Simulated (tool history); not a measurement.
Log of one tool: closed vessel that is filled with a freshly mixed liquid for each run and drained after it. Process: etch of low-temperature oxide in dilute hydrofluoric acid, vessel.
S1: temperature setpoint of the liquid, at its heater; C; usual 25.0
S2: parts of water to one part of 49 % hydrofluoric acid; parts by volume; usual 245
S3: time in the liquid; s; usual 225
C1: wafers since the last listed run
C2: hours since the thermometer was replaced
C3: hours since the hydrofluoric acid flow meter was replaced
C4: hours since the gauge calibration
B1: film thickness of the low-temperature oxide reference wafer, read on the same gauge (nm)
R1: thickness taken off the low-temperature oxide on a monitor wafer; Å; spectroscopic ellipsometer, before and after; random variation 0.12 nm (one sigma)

Run 1, hour 0.0: usual settings; C1 0; C2 808.2; C3 1482.3; C4 1391.1; B1 150.01. Result: R1 160.8 Å.
Run 2, hour 48.3: usual settings but S3 315 s; C1 2590; C2 856.5; C3 1530.6; C4 1439.4; B1 150.03. Result: R1 226.8 Å.
Run 3, hour 120.1: usual settings but S3 315 s; C1 3850; C2 928.3; C3 1602.4; C4 1511.2; B1 150.05. Result: R1 229.7 Å.
Run 4, hour 178.9: usual settings but S1 21.5 C; C1 3153; C2 987.1; C3 1661.2; C4 1570.0; B1 149.98. Result: R1 144.4 Å.
Run 5, hour 246.7: usual settings but S1 21.5 C; C1 3636; C2 1054.9; C3 1729.0; C4 1637.8; B1 149.98. Result: R1 143.9 Å.
Run 6, hour 302.3: usual settings but S2 340 parts by volume; C1 2982; C2 1110.5; C3 1784.6; C4 1693.4; B1 150.00. Result: R1 106.8 Å.
Run 7, hour 363.7: usual settings but S2 340 parts by volume; C1 3293; C2 1171.9; C3 1846.0; C4 1754.8; B1 150.02. Result: R1 107.2 Å.
Run 8, hour 413.2: usual settings; C1 2654; C2 1221.4; C3 1895.5; C4 1804.3; B1 149.97. Result: R1 166.0 Å.
Run 9, hour 444.1: usual settings but S1 26.5 C, S2 275 parts by volume, S3 135 s; C1 1657; C2 1252.3; C3 1926.4; C4 1835.2; B1 149.97. Result: R1 89.5 Å.
Run 10, hour 500.1: usual settings; C1 3003; C2 1308.3; C3 1982.4; C4 1891.2; B1 150.03. Result: R1 166.0 Å.
Run 11, hour 547.4: usual settings but S2 290 parts by volume, S3 295 s; C1 2536; C2 1355.6; C3 2029.7; C4 1938.5; B1 149.99. Result: R1 177.3 Å.
Run 12, hour 587.3: usual settings; C1 2140; C2 1395.5; C3 2069.6; C4 1978.4; B1 150.00. Result: R1 164.7 Å.
At hour 629.3: thermometer replaced.
Run 13, hour 642.4: usual settings but S1 30.0 C, S3 150 s; C1 2901; C2 13.1; C3 2124.7; C4 2033.5; B1 150.00. Result: R1 123.9 Å.
Run 14, hour 691.2: usual settings but S1 27.0 C, S2 130 parts by volume, S3 295 s; C1 2617; C2 61.9; C3 2173.5; C4 2082.3; B1 149.99. Result: R1 473.2 Å.
Run 15, hour 739.3: usual settings; C1 2579; C2 110.0; C3 2221.6; C4 2130.4; B1 150.00. Result: R1 156.2 Å.
Run 16, hour 786.7: usual settings but S2 360 parts by volume, S3 170 s; C1 2542; C2 157.4; C3 2269.0; C4 2177.8; B1 149.98. Result: R1 72.1 Å.
At hour 867.6: hydrofluoric acid flow meter replaced.
Run 17, hour 875.9: usual settings but S2 160 parts by volume; C1 4730; C2 246.6; C3 8.3; C4 2267.0; B1 150.01. Result: R1 269.5 Å.
Run 18, hour 935.3: usual settings; C1 3185; C2 306.0; C3 67.7; C4 2326.4; B1 149.98. Result: R1 160.6 Å.
At hour 943.9: gauge calibrated.
Run 19, hour 989.0: usual settings but S1 27.5 C, S2 310 parts by volume, S3 275 s; C1 2880; C2 359.7; C3 121.4; C4 45.1; B1 149.97. Result: R1 155.7 Å.
Run 20, hour 1030.2: usual settings but S1 29.5 C, S3 340 s; C1 2209; C2 400.9; C3 162.6; C4 86.3; B1 149.99. Result: R1 277.2 Å.
Run 21, hour 1091.2: usual settings but S1 23.0 C, S2 360 parts by volume; C1 3271; C2 461.9; C3 223.6; C4 147.3; B1 149.97. Result: R1 90.2 Å.
Run 22, hour 1125.6: usual settings but S2 195 parts by volume, S3 310 s; C1 1845; C2 496.3; C3 258.0; C4 181.7; B1 150.00. Result: R1 292.0 Å.
Run 23, hour 1176.4: usual settings but S1 21.5 C, S3 135 s; C1 2724; C2 547.1; C3 308.8; C4 232.5; B1 150.00. Result: R1 85.3 Å.
Run 24, hour 1234.1: usual settings; C1 3094; C2 604.8; C3 366.5; C4 290.2; B1 149.98. Result: R1 161.1 Å.
Run 25, hour 1265.2: usual settings; C1 1668; C2 635.9; C3 397.6; C4 321.3; B1 150.02. Result: R1 161.4 Å.
Run 26, hour 1325.8: usual settings but S2 170 parts by volume; C1 3250; C2 696.5; C3 458.2; C4 381.9; B1 149.99. Result: R1 258.4 Å.
Run 27, hour 1367.5: usual settings but S1 23.0 C, S2 355 parts by volume, S3 95 s; C1 2236; C2 738.2; C3 499.9; C4 423.6; B1 150.03. Result: R1 39.6 Å.
Run 28, hour 1430.3: usual settings; C1 3368; C2 801.0; C3 562.7; C4 486.4; B1 149.96. Result: R1 162.3 Å.
Run 29, hour 1572.0: usual settings but S1 27.0 C; C1 7599; C2 942.7; C3 704.4; C4 628.1; B1 149.99. Result: R1 175.1 Å.
Run 30, hour 1643.2: usual settings but S1 23.5 C, S2 205 parts by volume, S3 150 s; C1 3818; C2 1013.9; C3 775.6; C4 699.3; B1 150.04. Result: R1 128.3 Å.
Run 31, hour 1669.5: usual settings but S1 22.0 C, S2 365 parts by volume, S3 340 s; C1 1410; C2 1040.2; C3 801.9; C4 725.6; B1 150.02. Result: R1 134.0 Å.

Hidden state or all else? Some run-to-run changes of R1, split into what the settings, what came in and random variation would give without the hidden state, and what is left for the hidden state (with any gauge scatter that isn't in both results):
The hidden state here: liquid hotter than its thermometer reads (K); hydrofluoric acid flow above the setpoint (%); gauge reads high (%).
Run 12 -> 13: S1 25.0 -> 30.0, S3 225 -> 150, thermometer replaced. R1 -40.8 Å: hidden state -9.9, all else -30.9.
Run 13 -> 14: S1 30.0 -> 27.0, S2 245 -> 130, S3 150 -> 295. R1 +349.3 Å: hidden state +3.1, all else +346.2.
Run 14 -> 15: S1 27.0 -> 25.0, S2 130 -> 245, S3 295 -> 225. R1 -317.0 Å: hidden state -2.2, all else -314.8.
Run 21 -> 22: S1 23.0 -> 25.0, S2 360 -> 195, S3 225 -> 310. R1 +201.8 Å: hidden state +5.9, all else +195.9.
Run 26 -> 27: S1 25.0 -> 23.0, S2 170 -> 355, S3 225 -> 95. R1 -218.8 Å: hidden state -8.1, all else -210.7.

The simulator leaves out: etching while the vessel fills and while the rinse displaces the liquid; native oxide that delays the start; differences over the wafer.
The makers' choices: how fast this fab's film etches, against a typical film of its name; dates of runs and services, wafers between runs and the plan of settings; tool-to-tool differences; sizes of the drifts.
